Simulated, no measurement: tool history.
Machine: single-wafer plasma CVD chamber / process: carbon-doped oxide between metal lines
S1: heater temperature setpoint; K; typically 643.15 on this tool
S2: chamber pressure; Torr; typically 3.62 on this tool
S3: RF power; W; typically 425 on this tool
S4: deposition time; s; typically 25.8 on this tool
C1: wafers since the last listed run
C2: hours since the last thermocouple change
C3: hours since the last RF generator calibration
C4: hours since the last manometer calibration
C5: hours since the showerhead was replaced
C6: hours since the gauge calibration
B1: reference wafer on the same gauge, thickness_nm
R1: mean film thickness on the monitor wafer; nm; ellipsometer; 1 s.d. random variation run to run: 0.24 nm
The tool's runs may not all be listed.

run   hour      S1    S2   S3    S4    C1      C2      C3      C4      C5      C6      B1       R1
  1    0.0  647.15  3.12  425  25.8     0   614.6  1983.5  1826.0  6717.4   784.4  93.976   95.211
      11.0  -- showerhead replaced
  2   24.8  647.15  3.12  425  25.8   369   639.4  2008.3  1850.8    13.8   809.2  93.996   95.240
  3   57.8  647.15  3.12  425  25.8   725   672.4  2041.3  1883.8    46.8   842.2  93.979   95.405
  4   92.7  643.15  3.62  425  25.8   767   707.3  2076.2  1918.7    81.7   877.1  93.959   97.292
     122.3  -- capacitance manometer re-zeroed and calibrated
  5  126.3  643.15  3.62  425  25.8   562   740.9  2109.8     4.0   115.3   910.7  93.995   97.081
  6  151.7  643.15  3.62  425  25.8   558   766.3  2135.2    29.4   140.7   936.1  94.065   97.043
  7  179.2  635.15  3.33  425  29.2   604   793.8  2162.7    56.9   168.2   963.6  94.042  110.984
     207.3  -- RF generator calibrated
  8  252.1  643.15  3.62  425  25.8  1426   866.7    44.8   129.8   241.1  1036.5  94.009  100.658
  9  268.7  643.15  3.62  390  25.8   364   883.3    61.4   146.4   257.7  1053.1  93.993   92.150
 10  359.4  643.15  2.81  425  25.8  1994   974.0   152.1   237.1   348.4  1143.8  93.990   98.282
 11  389.4  643.15  3.62  425  25.8   659  1004.0   182.1   267.1   378.4  1173.8  93.980   99.401
 12  416.9  639.15  3.62  425  24.2   604  1031.5   209.6   294.6   405.9  1201.3  93.979   94.413
 13  432.6  656.15  4.31  345  21.2   345  1047.2   225.3   310.3   421.6  1217.0  93.955   65.668
 14  452.8  643.15  3.62  425  25.8   444  1067.4   245.5   330.5   441.8  1237.2  93.991   99.828
     480.7  -- thermocouple changed; heater temperature recalibrated
 15  481.2  643.15  3.62  425  29.2   448     0.5   273.9   358.9   470.2  1265.6  94.038  112.249
     488.4  -- gauge calibrated
 16  515.0  643.15  2.72  425  22.1   743    34.3   307.7   392.7   504.0    26.6  94.041   83.630
 17  548.9  643.15  4.33  395  25.8   745    68.2   341.6   426.6   537.9    60.5  93.973   94.230
 18  616.5  643.15  4.28  425  25.8  1486   135.8   409.2   494.2   605.5   128.1  93.987  100.889
 19  645.5  639.15  4.48  425  25.8   637   164.8   438.2   523.2   634.5   157.1  93.952  102.509
 20  662.3  643.15  3.62  395  25.8   369   181.6   455.0   540.0   651.3   173.9  93.957   92.271
 21  688.6  632.15  4.05  345  25.8   578   207.9   481.3   566.3   677.6   200.2  93.981   83.023
 22  714.9  647.15  3.12  425  25.8   578   234.2   507.6   592.6   703.9   226.5  93.957   97.170
 23  746.0  656.15  3.22  385  29.3   683   265.3   538.7   623.7   735.0   257.6  93.993   97.796
 24  773.4  650.15  3.11  425  25.8   602   292.7   566.1   651.1   762.4   285.0  94.028   96.085
 25  826.1  643.15  3.62  425  25.8  1158   345.4   618.8   703.8   815.1   337.7  94.033   98.731
 26  846.4  629.15  2.86  475  29.3   446   365.7   639.1   724.1   835.4   358.0  94.009  125.495
 27  879.6  643.15  3.62  425  25.8   729   398.9   672.3   757.3   868.6   391.2  93.997   98.269
 28  902.0  643.15  3.62  425  25.8   492   421.3   694.7   779.7   891.0   413.6  94.007   98.168
 29  927.3  631.15  2.74  510  22.0   556   446.6   720.0   805.0   916.3   438.9  94.017   99.090
 30  949.4  643.15  3.62  425  25.8   485   468.7   742.1   827.1   938.4   461.0  93.994   98.306

Hidden state at the last listed run before each entry between runs and at the first one after, where it differs:
Run 1 -> run 2: showerhead replaced (hour 11.0)
  delivered RF power above the setpoint (%): -4.07 -> -4.09
  what was measured, less what the result would be without the hidden state, R1: -3.932 -> -3.944 nm
Run 4 -> run 5: capacitance manometer re-zeroed and calibrated (hour 122.3)
  delivered RF power above the setpoint (%): -4.11 -> -4.13
  what was measured, less what the result would be without the hidden state, R1: -4.058 -> -4.062 nm
Run 7 -> run 8: RF generator calibrated (hour 207.3)
  delivered RF power above the setpoint (%): -4.14 -> -0.565
  what was measured, less what the result would be without the hidden state, R1: -4.666 -> -0.554 nm
Run 14 -> run 15: thermocouple changed; heater temperature recalibrated (hour 480.7)
  delivered RF power above the setpoint (%): -1.48 -> -1.59
  what was measured, less what the result would be without the hidden state, R1: -1.448 -> -1.753 nm
Run 15 -> run 16: gauge calibrated (hour 488.4)
  delivered RF power above the setpoint (%): -1.59 -> -1.71
  what was measured, less what the result would be without the hidden state, R1: -1.753 -> -1.413 nm
